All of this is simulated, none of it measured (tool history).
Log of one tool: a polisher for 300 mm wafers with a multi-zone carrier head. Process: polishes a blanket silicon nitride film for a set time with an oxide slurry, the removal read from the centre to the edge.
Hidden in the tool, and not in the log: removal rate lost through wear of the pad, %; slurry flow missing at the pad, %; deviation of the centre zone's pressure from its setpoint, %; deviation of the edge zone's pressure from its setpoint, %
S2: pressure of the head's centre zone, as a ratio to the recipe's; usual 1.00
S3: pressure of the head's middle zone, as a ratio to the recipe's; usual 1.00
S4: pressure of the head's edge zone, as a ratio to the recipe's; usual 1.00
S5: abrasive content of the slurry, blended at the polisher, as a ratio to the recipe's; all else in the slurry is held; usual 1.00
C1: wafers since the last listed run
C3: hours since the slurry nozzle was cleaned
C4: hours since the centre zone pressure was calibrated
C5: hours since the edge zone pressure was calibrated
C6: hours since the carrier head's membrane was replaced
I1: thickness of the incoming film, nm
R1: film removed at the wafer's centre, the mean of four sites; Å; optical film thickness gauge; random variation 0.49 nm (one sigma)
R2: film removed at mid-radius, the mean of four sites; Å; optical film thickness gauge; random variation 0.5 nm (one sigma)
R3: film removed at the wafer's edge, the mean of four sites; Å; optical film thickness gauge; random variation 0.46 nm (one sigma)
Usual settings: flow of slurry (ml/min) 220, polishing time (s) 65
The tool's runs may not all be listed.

Run 1, hour 0.0: usual settings but S2 0.91, polishing time (s) 75; C1 0; wafers polished on this pad 547; C3 131.9; C4 775.5; C5 503.1; C6 1304.8; I1 388.2. Result: R1 584 Å, R2 611 Å, R3 624 Å.
Run 2, hour 16.0: usual settings but S2 0.91, polishing time (s) 75; C1 180; wafers polished on this pad 728; C3 147.9; C4 791.5; C5 519.1; C6 1320.8; I1 394.6. Result: R1 578 Å, R2 618 Å, R3 626 Å.
Run 3, hour 50.2: usual settings but S2 0.91, polishing time (s) 75; C1 386; wafers polished on this pad 1114; C3 182.1; C4 825.7; C5 553.3; C6 1355.0; I1 391.0. Result: R1 575 Å, R2 609 Å, R3 629 Å.
Run 4, hour 67.5: usual settings; C1 195; wafers polished on this pad 1309; C3 199.4; C4 843.0; C5 570.6; C6 1372.3; I1 393.4. Result: R1 545 Å, R2 539 Å, R3 542 Å.
Run 5, hour 80.5: usual settings; C1 146; wafers polished on this pad 1456; C3 212.4; C4 856.0; C5 583.6; C6 1385.3; I1 390.6. Result: R1 545 Å, R2 518 Å, R3 551 Å.
At hour 99.8: worn pad replaced by a new one.
Run 6, hour 112.4: usual settings but S3 1.04, polishing time (s) 59; C1 314; wafers polished on this pad 142; C3 244.3; C4 887.9; C5 615.5; C6 1417.2; I1 390.8. Result: R1 493 Å, R2 501 Å, R3 488 Å.
Run 7, hour 131.0: usual settings; C1 209; wafers polished on this pad 352; C3 262.9; C4 906.5; C5 634.1; C6 1435.8; I1 389.8. Result: R1 545 Å, R2 532 Å, R3 537 Å.
At hour 140.2: slurry nozzle cleaned.
Run 8, hour 145.6: usual settings but S3 0.94, S5 1.20, polishing time (s) 74; C1 153; wafers polished on this pad 505; C3 5.4; C4 921.1; C5 648.7; C6 1450.4; I1 387.5. Result: R1 668 Å, R2 615 Å, R3 654 Å.
Run 9, hour 164.8: usual settings but flow of slurry (ml/min) 150; C1 216; wafers polished on this pad 722; C3 24.6; C4 940.3; C5 667.9; C6 1469.6; I1 391.3. Result: R1 522 Å, R2 504 Å, R3 521 Å.
Run 10, hour 187.7: usual settings but S2 1.08, polishing time (s) 85; C1 258; wafers polished on this pad 981; C3 47.5; C4 963.2; C5 690.8; C6 1492.5; I1 385.4. Result: R1 758 Å, R2 690 Å, R3 705 Å.
At hour 194.1: carrier head's membrane replaced by a new one.
Run 11, hour 204.9: usual settings but S2 0.95, S4 0.93; C1 137; wafers polished on this pad 1118; C3 64.7; C4 980.4; C5 708.0; C6 10.8; I1 388.8. Result: R1 521 Å, R2 527 Å, R3 523 Å.
Run 12, hour 225.7: usual settings but S2 0.93, polishing time (s) 58; C1 234; wafers polished on this pad 1353; C3 85.5; C4 1001.2; C5 728.8; C6 31.6; I1 393.5. Result: R1 457 Å, R2 474 Å, R3 485 Å.
Run 13, hour 242.4: usual settings but S2 1.08; C1 188; wafers polished on this pad 1542; C3 102.2; C4 1017.9; C5 745.5; C6 48.3; I1 386.2. Result: R1 578 Å, R2 527 Å, R3 536 Å.
At hour 266.2: centre zone pressure recalibrated.
Run 14, hour 275.0: usual settings but S2 0.93, S3 1.07, S4 0.91, S5 1.25; C1 345; wafers polished on this pad 1887; C3 134.8; C4 8.8; C5 778.1; C6 80.9; I1 384.3. Result: R1 560 Å, R2 611 Å, R3 570 Å.
At hour 281.8: worn pad replaced by a new one.
Run 15, hour 305.6: usual settings but S2 0.90; C1 300; wafers polished on this pad 268; C3 165.4; C4 39.4; C5 808.7; C6 111.5; I1 385.2. Result: R1 504 Å, R2 520 Å, R3 544 Å.
At hour 337.2: edge zone pressure recalibrated.
Run 16, hour 337.7: usual settings but S2 0.96; C1 339; wafers polished on this pad 608; C3 197.5; C4 71.5; C5 0.5; C6 143.6; I1 391.4. Result: R1 535 Å, R2 534 Å, R3 540 Å.
Run 17, hour 368.7: usual settings but S3 0.95, S5 0.90; C1 349; wafers polished on this pad 958; C3 228.5; C4 102.5; C5 31.5; C6 174.6; I1 386.6. Result: R1 523 Å, R2 487 Å, R3 520 Å.
Run 18, hour 384.7: usual settings; C1 180; wafers polished on this pad 1138; C3 244.5; C4 118.5; C5 47.5; C6 190.6; I1 386.9. Result: R1 550 Å, R2 532 Å, R3 546 Å.
Run 19, hour 415.8: usual settings; C1 351; wafers polished on this pad 1490; C3 275.6; C4 149.6; C5 78.6; C6 221.7; I1 391.4. Result: R1 542 Å, R2 535 Å, R3 533 Å.
At hour 424.6: slurry nozzle cleaned.
At hour 441.8: worn pad replaced by a new one.
Run 20, hour 448.0: usual settings but S3 0.92, S5 0.75; C1 307; wafers polished on this pad 69; C3 23.4; C4 181.8; C5 110.8; C6 253.9; I1 393.9. Result: R1 490 Å, R2 455 Å, R3 487 Å.
Run 21, hour 464.5: usual settings; C1 186; wafers polished on this pad 255; C3 39.9; C4 198.3; C5 127.3; C6 270.4; I1 388.6. Result: R1 546 Å, R2 531 Å, R3 545 Å.
Run 22, hour 499.5: usual settings but S3 0.88, polishing time (s) 57; C1 395; wafers polished on this pad 651; C3 74.9; C4 233.3; C5 162.3; C6 305.4; I1 380.8. Result: R1 475 Å, R2 419 Å, R3 480 Å.
Run 23, hour 519.1: usual settings but flow of slurry (ml/min) 150, S2 0.97; C1 221; wafers polished on this pad 872; C3 94.5; C4 252.9; C5 181.9; C6 325.0; I1 388.9. Result: R1 506 Å, R2 512 Å, R3 526 Å.

3 ways to go on from here, each from the tool as it stands after run 23. What would each give?
Run A, hour 519.5: usual settings but flow of slurry (ml/min) 185; C1 4; wafers polished on this pad 876; C3 94.9; C4 253.3; C5 182.3; C6 325.4; I1 392.4. Result: R1 ?, R2 ?, R3 ?.
Run B, hour 519.5: usual settings but flow of slurry (ml/min) 270, polishing time (s) 49; C1 4; wafers polished on this pad 876; C3 94.9; C4 253.3; C5 182.3; C6 325.4; I1 392.4. Result: R1 ?, R2 ?, R3 ?.
Run C, hour 519.5: usual settings but flow of slurry (ml/min) 150, S2 0.96; C1 4; wafers polished on this pad 876; C3 94.9; C4 253.3; C5 182.3; C6 325.4; I1 392.4. Result: R1 ?, R2 ?, R3 ?.

run   R1   R2   R3
  A  536  525  535
  B  423  412  415
  C  502  511  524
Without the tool's hidden state the same runs would have given:
run   R1   R2   R3
  A  536  525  535
  B  423  412  415
  C  502  511  524
